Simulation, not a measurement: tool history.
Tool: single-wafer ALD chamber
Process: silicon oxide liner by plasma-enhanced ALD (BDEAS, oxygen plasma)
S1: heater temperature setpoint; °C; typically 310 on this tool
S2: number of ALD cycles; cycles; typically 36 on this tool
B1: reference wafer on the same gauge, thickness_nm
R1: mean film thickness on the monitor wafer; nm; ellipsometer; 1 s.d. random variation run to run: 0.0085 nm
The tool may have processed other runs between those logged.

run	hour	S1	S2	B1	R1
1	0	310	36	3.591	3.445
2	12.5	310	36	3.592	3.443
3	29.1	310	36	3.594	3.452
4	42.4	310	36	3.595	3.465
5	57.2	310	36	3.597	3.453
6	67.7	310	36	3.596	3.458
7	75.2	310	36	3.597	3.459
8	85	310	31	3.597	2.963
# hour 94.6: thermocouple changed; heater temperature recalibrated
9	98.4	310	31	3.599	2.972
10	104.9	310	36	3.598	3.465
11	116	310	36	3.599	3.458
# hour 121.6: gauge calibrated
12	131.3	310	36	3.557	3.416
13	137.8	310	36	3.559	3.414
14	144.9	324	39	3.559	3.632
15	155.6	314	36	3.566	3.4
16	170	310	36	3.567	3.42
17	181.5	314	39	3.572	3.675
18	188.2	300	36	3.573	3.485
19	230.7	310	39	3.58	3.729
20	260.2	304	42	3.584	4.028
21	272	319	29	3.586	2.749
22	281.7	310	36	3.587	3.441
23	297	306	31	3.591	2.989

For some of the steps in R1 from one run to the next: how much would appear even if the tool had no hidden state, given the settings, what came in and random variation, and how much remains for the hidden state plus any gauge scatter that the measured result and the result without hidden state don't share?
The tool's hidden condition here consists of: wafer temperature above the value expected at the setpoint (K); gauge reads high (%).
Run 11 -> 12: gauge calibrated. R1 -0.042 nm: hidden state -0.042, all else +0.
Run 20 -> 21: S1 304 -> 319, S2 42 -> 29. R1 -1.279 nm: hidden state -0.012, all else -1.267.
Run 21 -> 22: S1 319 -> 310, S2 29 -> 36. R1 +0.692 nm: hidden state +0.008, all else +0.684.
